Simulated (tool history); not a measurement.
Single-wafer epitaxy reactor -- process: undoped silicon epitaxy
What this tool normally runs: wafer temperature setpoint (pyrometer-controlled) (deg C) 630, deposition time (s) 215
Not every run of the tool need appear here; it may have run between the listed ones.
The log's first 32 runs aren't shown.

run    hour  wafer temperature setpoint (pyrometer-controlled) (deg C)  deposition time (s)  read-back reference wafer on the same gauge, thickness_nm  mean film thickness on the monitor wafer (nm)
 33  1044.6                                                        630                  215                                                     29.627                                         27.372
 34  1060.7                                                        637                  176                                                     29.591                                         26.766
 35  1085.2                                                        630                  215                                                     29.618                                         27.532
     1095.9  -- gauge calibrated
 36  1098.7                                                        630                  215                                                     29.594                                         27.377
     1112.2  -- pyrometer calibrated
 37  1122.0                                                        622                  200                                                     29.579                                         19.077
 38  1152.2                                                        630                  257                                                     29.598                                         30.355
 39  1184.2                                                        618                  200                                                     29.586                                         17.471
 40  1199.8                                                        616                  215                                                     29.581                                         17.634
 41  1213.9                                                        641                  179                                                     29.609                                         28.394
 42  1291.4                                                        623                  200                                                     29.599                                         20.010
 43  1305.3                                                        630                  247                                                     29.611                                         29.867
 44  1336.0                                                        630                  215                                                     29.611                                         25.917
 45  1355.2                                                        636                  215                                                     29.618                                         30.686
 46  1386.9                                                        630                  215                                                     29.586                                         26.075
 47  1404.4                                                        626                  238                                                     29.589                                         25.969

4 options for the next run, each taken on its own from the tool as it stands now. Forecast them:
  A  1404.9                                                        630                  231                                                          ?                                              ?
  B  1404.9                                                        621                  236                                                          ?                                              ?
  C  1404.9                                                        639                  250                                                          ?                                              ?
  D  1404.9                                                        630                  253                                                          ?                                              ?

run  read-back reference wafer on the same gauge, thickness_nm  mean film thickness on the monitor wafer (nm)
  A                                                     29.591                                         28.101
  B                                                     29.591                                         22.684
  C                                                     29.591                                         38.287
  D                                                     29.591                                         30.777
With no hidden state in the tool, these same runs would have given:
run  mean film thickness on the monitor wafer (nm)
  A                                         27.262
  B                                         21.991
  C                                         37.168
  D                                         29.858

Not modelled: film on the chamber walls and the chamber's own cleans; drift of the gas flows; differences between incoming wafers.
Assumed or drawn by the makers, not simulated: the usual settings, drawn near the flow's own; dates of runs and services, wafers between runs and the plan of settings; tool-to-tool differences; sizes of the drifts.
